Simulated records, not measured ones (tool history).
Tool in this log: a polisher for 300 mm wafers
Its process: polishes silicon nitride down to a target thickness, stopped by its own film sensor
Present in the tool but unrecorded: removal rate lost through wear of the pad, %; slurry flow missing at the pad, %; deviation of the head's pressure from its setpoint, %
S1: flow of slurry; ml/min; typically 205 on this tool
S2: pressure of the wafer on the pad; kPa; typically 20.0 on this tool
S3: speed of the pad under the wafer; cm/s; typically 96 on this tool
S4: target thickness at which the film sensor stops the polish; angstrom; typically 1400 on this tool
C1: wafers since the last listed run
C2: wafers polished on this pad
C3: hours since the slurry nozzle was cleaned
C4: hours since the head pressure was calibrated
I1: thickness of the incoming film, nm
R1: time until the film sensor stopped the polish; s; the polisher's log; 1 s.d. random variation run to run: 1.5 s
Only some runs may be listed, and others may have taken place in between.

Run 1, hour 0.0: usual settings; C1 0; C2 704; C3 645.4; C4 232.9; I1 271.3. Result: R1 96.4 s.
Run 2, hour 34.8: usual settings but S3 120 cm/s; C1 367; C2 1071; C3 680.2; C4 267.7; I1 264.7. Result: R1 80.0 s.
Run 3, hour 99.0: usual settings; C1 677; C2 1749; C3 744.4; C4 331.9; I1 267.4. Result: R1 97.9 s.
Run 4, hour 134.3: usual settings; C1 372; C2 2122; C3 779.7; C4 367.2; I1 265.0. Result: R1 93.9 s.
At hour 166.3: slurry nozzle cleaned.
Run 5, hour 202.6: usual settings; C1 710; C2 2832; C3 36.3; C4 435.5; I1 268.9. Result: R1 92.8 s.
At hour 220.7: head pressure recalibrated.
Run 6, hour 269.1: usual settings; C1 680; C2 3513; C3 102.8; C4 48.4; I1 270.2. Result: R1 89.9 s.
Run 7, hour 309.3: usual settings; C1 424; C2 3937; C3 143.0; C4 88.6; I1 266.2. Result: R1 87.1 s.
Run 8, hour 339.2: usual settings; C1 315; C2 4253; C3 172.9; C4 118.5; I1 271.6. Result: R1 92.1 s.
At hour 358.8: worn pad replaced by a new one.
Run 9, hour 372.8: usual settings but S3 116 cm/s; C1 312; C2 148; C3 206.5; C4 152.1; I1 266.7. Result: R1 77.7 s.
Run 10, hour 402.4: usual settings but S3 116 cm/s; C1 312; C2 460; C3 236.1; C4 181.7; I1 267.0. Result: R1 81.6 s.
Run 11, hour 439.4: usual settings but S3 122 cm/s; C1 390; C2 851; C3 273.1; C4 218.7; I1 267.5. Result: R1 77.6 s.
Run 12, hour 504.8: usual settings but S3 122 cm/s; C1 690; C2 1541; C3 338.5; C4 284.1; I1 268.7. Result: R1 81.5 s.
Run 13, hour 561.3: usual settings but S3 110 cm/s; C1 596; C2 2137; C3 395.0; C4 340.6; I1 266.0. Result: R1 86.5 s.
Run 14, hour 611.8: usual settings but S2 16.5 kPa, S4 1630 angstrom; C1 533; C2 2670; C3 445.5; C4 391.1; I1 271.3. Result: R1 95.8 s.
Run 15, hour 668.3: usual settings but S1 240 ml/min, S2 26.9 kPa, S3 114 cm/s, S4 1170 angstrom; C1 596; C2 3267; C3 502.0; C4 447.6; I1 269.8. Result: R1 80.8 s.
Run 16, hour 697.6: usual settings but S2 17.2 kPa, S3 130 cm/s; C1 309; C2 3576; C3 531.3; C4 476.9; I1 271.2. Result: R1 92.5 s.
Run 17, hour 724.7: usual settings but S2 16.5 kPa; C1 286; C2 3862; C3 558.4; C4 504.0; I1 271.6. Result: R1 120.9 s.
At hour 731.3: head pressure recalibrated.
Run 18, hour 763.0: usual settings but S2 24.8 kPa; C1 383; C2 4245; C3 596.7; C4 31.7; I1 269.3. Result: R1 78.6 s.
At hour 788.4: worn pad replaced by a new one.
Run 19, hour 804.2: usual settings but S1 230 ml/min, S2 15.9 kPa, S4 1680 angstrom; C1 392; C2 166; C3 637.9; C4 72.9; I1 274.4. Result: R1 91.0 s.
Run 20, hour 847.9: usual settings; C1 461; C2 627; C3 681.6; C4 116.6; I1 270.0. Result: R1 96.5 s.
Run 21, hour 893.6: usual settings; C1 482; C2 1109; C3 727.3; C4 162.3; I1 272.4. Result: R1 98.1 s.
At hour 920.9: slurry nozzle cleaned.
Run 22, hour 936.1: usual settings but S1 140 ml/min, S2 13.1 kPa, S4 1180 angstrom; C1 438; C2 1548; C3 15.2; C4 204.8; I1 264.3. Result: R1 147.2 s.
Run 23, hour 997.8: usual settings but S3 128 cm/s; C1 651; C2 2199; C3 76.9; C4 266.5; I1 269.0. Result: R1 75.4 s.
Run 24, hour 1034.7: usual settings but S2 17.2 kPa, S3 66 cm/s, S4 1250 angstrom; C1 389; C2 2588; C3 113.8; C4 303.4; I1 270.0. Result: R1 149.0 s.
Run 25, hour 1060.6: usual settings but S1 230 ml/min, S2 26.9 kPa, S4 1630 angstrom; C1 273; C2 2862; C3 139.7; C4 329.3; I1 275.7. Result: R1 65.4 s.
Run 26, hour 1086.7: usual settings but S1 255 ml/min, S3 124 cm/s, S4 1110 angstrom; C1 275; C2 3137; C3 165.8; C4 355.4; I1 267.4. Result: R1 96.7 s.
Run 27, hour 1135.4: usual settings but S1 270 ml/min, S2 25.5 kPa; C1 514; C2 3651; C3 214.5; C4 404.1; I1 271.1. Result: R1 77.6 s.
Run 28, hour 1179.0: usual settings but S3 122 cm/s, S4 1580 angstrom; C1 460; C2 4111; C3 258.1; C4 447.7; I1 268.5. Result: R1 72.1 s.
At hour 1204.2: worn pad replaced by a new one.
Run 29, hour 1226.0: usual settings; C1 453; C2 230; C3 305.1; C4 494.7; I1 271.4. Result: R1 98.0 s.
At hour 1273.5: head pressure recalibrated.
Run 30, hour 1367.2: usual settings but S1 175 ml/min; C1 1469; C2 1699; C3 446.3; C4 93.7; I1 268.5. Result: R1 96.3 s.
Run 31, hour 1405.9: usual settings; C1 408; C2 2108; C3 485.0; C4 132.4; I1 270.6. Result: R1 96.7 s.
Run 32, hour 1445.8: usual settings but S2 22.1 kPa, S4 1270 angstrom; C1 421; C2 2529; C3 524.9; C4 172.3; I1 265.6. Result: R1 97.2 s.
Run 33, hour 1499.4: usual settings but S1 165 ml/min, S2 22.1 kPa, S3 84 cm/s, S4 1720 angstrom; C1 565; C2 3095; C3 578.5; C4 225.9; I1 272.5. Result: R1 82.1 s.
Run 34, hour 1554.3: usual settings but S3 122 cm/s; C1 579; C2 3674; C3 633.4; C4 280.8; I1 268.7. Result: R1 82.6 s.

Expected results for the next run?
At hour 1608.6: worn pad replaced by a new one.
Run 35, hour 1625.8: usual settings but S3 120 cm/s; C1 712; C2 181; C3 704.9; C4 352.3; I1 269.2. Result: R1 ?.

R1: 86.5 s
With the hidden condition absent and the run-to-run variation left alone, this run would have shown R1 74.0 s.
